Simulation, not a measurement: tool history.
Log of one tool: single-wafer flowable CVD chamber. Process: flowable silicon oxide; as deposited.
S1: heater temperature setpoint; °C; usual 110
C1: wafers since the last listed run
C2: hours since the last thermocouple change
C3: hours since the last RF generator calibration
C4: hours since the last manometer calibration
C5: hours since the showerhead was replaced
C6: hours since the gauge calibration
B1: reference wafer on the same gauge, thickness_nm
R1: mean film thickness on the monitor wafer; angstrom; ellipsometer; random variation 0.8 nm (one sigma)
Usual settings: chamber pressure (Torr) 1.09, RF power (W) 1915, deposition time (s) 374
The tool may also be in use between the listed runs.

{"run": 1, "day": 0.0, "S1": 110, "chamber pressure (Torr)": 0.99, "RF power (W)": 1915, "deposition time (s)": 374, "C1": 0, "C2": 1134.8, "C3": 1337.6, "C4": 699.0, "C5": 2813.6, "C6": 2115.0, "B1": 242.203, "R1": 2173.41}
{"run": 2, "day": 3.892, "S1": 110, "chamber pressure (Torr)": 0.99, "RF power (W)": 1915, "deposition time (s)": 374, "C1": 342, "C2": 1228.2, "C3": 1431.0, "C4": 792.4, "C5": 2907.0, "C6": 2208.4, "B1": 241.993, "R1": 2175.72}
{"run": 3, "day": 6.025, "S1": 110, "chamber pressure (Torr)": 1.09, "RF power (W)": 1915, "deposition time (s)": 374, "C1": 187, "C2": 1279.4, "C3": 1482.2, "C4": 843.6, "C5": 2958.2, "C6": 2259.6, "B1": 241.924, "R1": 2391.26}
{"run": 4, "day": 7.921, "S1": 110, "chamber pressure (Torr)": 1.09, "RF power (W)": 1915, "deposition time (s)": 374, "C1": 166, "C2": 1324.9, "C3": 1527.7, "C4": 889.1, "C5": 3003.7, "C6": 2305.1, "B1": 242.162, "R1": 2382.67}
{"run": 5, "day": 10.354, "S1": 110, "chamber pressure (Torr)": 1.09, "RF power (W)": 1915, "deposition time (s)": 374, "C1": 213, "C2": 1383.3, "C3": 1586.1, "C4": 947.5, "C5": 3062.1, "C6": 2363.5, "B1": 241.747, "R1": 2391.22}
{"run": 6, "day": 12.233, "S1": 110, "chamber pressure (Torr)": 1.09, "RF power (W)": 1915, "deposition time (s)": 374, "C1": 165, "C2": 1428.4, "C3": 1631.2, "C4": 992.6, "C5": 3107.2, "C6": 2408.6, "B1": 242.18, "R1": 2405.11}
{"run": 7, "day": 14.558, "S1": 110, "chamber pressure (Torr)": 1.09, "RF power (W)": 1915, "deposition time (s)": 374, "C1": 204, "C2": 1484.2, "C3": 1687.0, "C4": 1048.4, "C5": 3163.0, "C6": 2464.4, "B1": 242.403, "R1": 2405.39}
{"day": 15.475, "done": "gauge calibrated"}
{"run": 8, "day": 18.292, "S1": 110, "chamber pressure (Torr)": 1.09, "RF power (W)": 1915, "deposition time (s)": 374, "C1": 328, "C2": 1573.8, "C3": 1776.6, "C4": 1138.0, "C5": 3252.6, "C6": 67.6, "B1": 242.042, "R1": 2396.14}
{"run": 9, "day": 21.15, "S1": 110, "chamber pressure (Torr)": 1.09, "RF power (W)": 1915, "deposition time (s)": 411, "C1": 251, "C2": 1642.4, "C3": 1845.2, "C4": 1206.6, "C5": 3321.2, "C6": 136.2, "B1": 241.666, "R1": 2635.77}
{"run": 10, "day": 24.108, "S1": 110, "chamber pressure (Torr)": 1.09, "RF power (W)": 1915, "deposition time (s)": 411, "C1": 260, "C2": 1713.4, "C3": 1916.2, "C4": 1277.6, "C5": 3392.2, "C6": 207.2, "B1": 241.973, "R1": 2642.51}
{"run": 11, "day": 26.488, "S1": 104, "chamber pressure (Torr)": 1.16, "RF power (W)": 1915, "deposition time (s)": 374, "C1": 209, "C2": 1770.5, "C3": 1973.3, "C4": 1334.7, "C5": 3449.3, "C6": 264.3, "B1": 242.119, "R1": 3185.46}
{"day": 27.658, "done": "RF generator calibrated"}
{"run": 12, "day": 30.679, "S1": 104, "chamber pressure (Torr)": 1.16, "RF power (W)": 1915, "deposition time (s)": 374, "C1": 339, "C2": 1871.1, "C3": 72.5, "C4": 1435.3, "C5": 3549.9, "C6": 364.9, "B1": 242.395, "R1": 3160.29}
{"run": 13, "day": 32.421, "S1": 110, "chamber pressure (Torr)": 1.09, "RF power (W)": 1915, "deposition time (s)": 374, "C1": 153, "C2": 1912.9, "C3": 114.3, "C4": 1477.1, "C5": 3591.7, "C6": 406.7, "B1": 242.058, "R1": 2388.55}
{"run": 14, "day": 34.167, "S1": 110, "chamber pressure (Torr)": 1.22, "RF power (W)": 1915, "deposition time (s)": 374, "C1": 153, "C2": 1954.8, "C3": 156.2, "C4": 1519.0, "C5": 3633.6, "C6": 448.6, "B1": 241.684, "R1": 2667.92}
{"day": 36.192, "done": "thermocouple changed; heater temperature recalibrated"}
{"run": 15, "day": 36.475, "S1": 99, "chamber pressure (Torr)": 1.29, "RF power (W)": 1915, "deposition time (s)": 395, "C1": 173, "C2": 6.8, "C3": 211.6, "C4": 1574.4, "C5": 3689.0, "C6": 504.0, "B1": 241.895, "R1": 4648.4}
{"run": 16, "day": 39.417, "S1": 110, "chamber pressure (Torr)": 1.2, "RF power (W)": 1670, "deposition time (s)": 374, "C1": 258, "C2": 77.4, "C3": 282.2, "C4": 1645.0, "C5": 3759.6, "C6": 574.6, "B1": 242.282, "R1": 2644.34}
{"run": 17, "day": 42.329, "S1": 119, "chamber pressure (Torr)": 1.09, "RF power (W)": 1915, "deposition time (s)": 374, "C1": 256, "C2": 147.3, "C3": 352.1, "C4": 1714.9, "C5": 3829.5, "C6": 644.5, "B1": 241.894, "R1": 1802.35}
{"run": 18, "day": 44.05, "S1": 106, "chamber pressure (Torr)": 1.35, "RF power (W)": 1915, "deposition time (s)": 374, "C1": 151, "C2": 188.6, "C3": 393.4, "C4": 1756.2, "C5": 3870.8, "C6": 685.8, "B1": 242.324, "R1": 3513.83}
{"day": 48.242, "done": "showerhead replaced"}
{"run": 19, "day": 48.262, "S1": 97, "chamber pressure (Torr)": 1.09, "RF power (W)": 1915, "deposition time (s)": 343, "C1": 340, "C2": 289.7, "C3": 494.5, "C4": 1857.3, "C5": 0.5, "C6": 786.9, "B1": 242.217, "R1": 3705.87}
{"day": 51.996, "done": "capacitance manometer re-zeroed and calibrated"}
{"run": 20, "day": 52.017, "S1": 105, "chamber pressure (Torr)": 1.21, "RF power (W)": 1915, "deposition time (s)": 374, "C1": 300, "C2": 379.8, "C3": 584.6, "C4": 0.5, "C5": 90.6, "C6": 877.0, "B1": 241.995, "R1": 3233.76}
{"run": 21, "day": 56.05, "S1": 110, "chamber pressure (Torr)": 1.09, "RF power (W)": 1915, "deposition time (s)": 374, "C1": 354, "C2": 476.6, "C3": 681.4, "C4": 97.3, "C5": 187.4, "C6": 973.8, "B1": 241.91, "R1": 2404.82}
{"run": 22, "day": 59.733, "S1": 103, "chamber pressure (Torr)": 0.83, "RF power (W)": 1915, "deposition time (s)": 341, "C1": 323, "C2": 565.0, "C3": 769.8, "C4": 185.7, "C5": 275.8, "C6": 1062.2, "B1": 242.202, "R1": 2163.34}
{"run": 23, "day": 61.404, "S1": 110, "chamber pressure (Torr)": 1.09, "RF power (W)": 1915, "deposition time (s)": 374, "C1": 146, "C2": 605.1, "C3": 809.9, "C4": 225.8, "C5": 315.9, "C6": 1102.3, "B1": 241.917, "R1": 2422.27}
{"run": 24, "day": 63.121, "S1": 117, "chamber pressure (Torr)": 1.22, "RF power (W)": 1645, "deposition time (s)": 354, "C1": 150, "C2": 646.3, "C3": 851.1, "C4": 267.0, "C5": 357.1, "C6": 1143.5, "B1": 242.051, "R1": 1948.76}
{"run": 25, "day": 65.204, "S1": 110, "chamber pressure (Torr)": 1.02, "RF power (W)": 1915, "deposition time (s)": 374, "C1": 183, "C2": 696.3, "C3": 901.1, "C4": 317.0, "C5": 407.1, "C6": 1193.5, "B1": 241.864, "R1": 2275.8}
{"run": 26, "day": 78.342, "S1": 110, "chamber pressure (Torr)": 1.09, "RF power (W)": 1545, "deposition time (s)": 374, "C1": 1154, "C2": 1011.6, "C3": 1216.4, "C4": 632.3, "C5": 722.4, "C6": 1508.8, "B1": 242.207, "R1": 2333.36}
{"run": 27, "day": 80.9, "S1": 110, "chamber pressure (Torr)": 1.09, "RF power (W)": 1545, "deposition time (s)": 374, "C1": 224, "C2": 1073.0, "C3": 1277.8, "C4": 693.7, "C5": 783.8, "C6": 1570.2, "B1": 241.884, "R1": 2338.22}
{"run": 28, "day": 83.196, "S1": 115, "chamber pressure (Torr)": 1.09, "RF power (W)": 1915, "deposition time (s)": 316, "C1": 201, "C2": 1128.1, "C3": 1332.9, "C4": 748.8, "C5": 838.9, "C6": 1625.3, "B1": 242.145, "R1": 1712.59}

What the log doesn't show, run by run:
delivered RF power above the setpoint (%): 0 in every run
gauge reads high (%): 0 in every run
H1: wafer temperature above the value expected at the setpoint (K)
H2: true pressure above the setpoint (%)
run=1 H1=0.274 H2=0.0675
run=2 H1=0.311 H2=0.172
run=3 H1=0.332 H2=0.235
run=4 H1=0.352 H2=0.294
run=5 H1=0.378 H2=0.375
run=6 H1=0.399 H2=0.44
run=7 H1=0.426 H2=0.526
run=8 H1=0.472 H2=0.673
run=9 H1=0.509 H2=0.793
run=10 H1=0.549 H2=0.926
run=11 H1=0.582 H2=1.04
run=12 H1=0.643 H2=1.25
run=13 H1=0.669 H2=1.34
run=14 H1=0.696 H2=1.43
run=15 H1=-0.0115 H2=1.56
run=16 H1=-0.0105 H2=1.73
run=17 H1=-0.00785 H2=1.91
run=18 H1=-0.00553 H2=2.02
run=19 H1=0.00254 H2=2.29
run=20 H1=0.0126 H2=-0.226
run=21 H1=0.0264 H2=-0.219
run=22 H1=0.0418 H2=-0.2
run=23 H1=0.0496 H2=-0.188
run=24 H1=0.0582 H2=-0.173
run=25 H1=0.0694 H2=-0.151
run=26 H1=0.159 H2=0.074
run=27 H1=0.181 H2=0.135
run=28 H1=0.201 H2=0.195
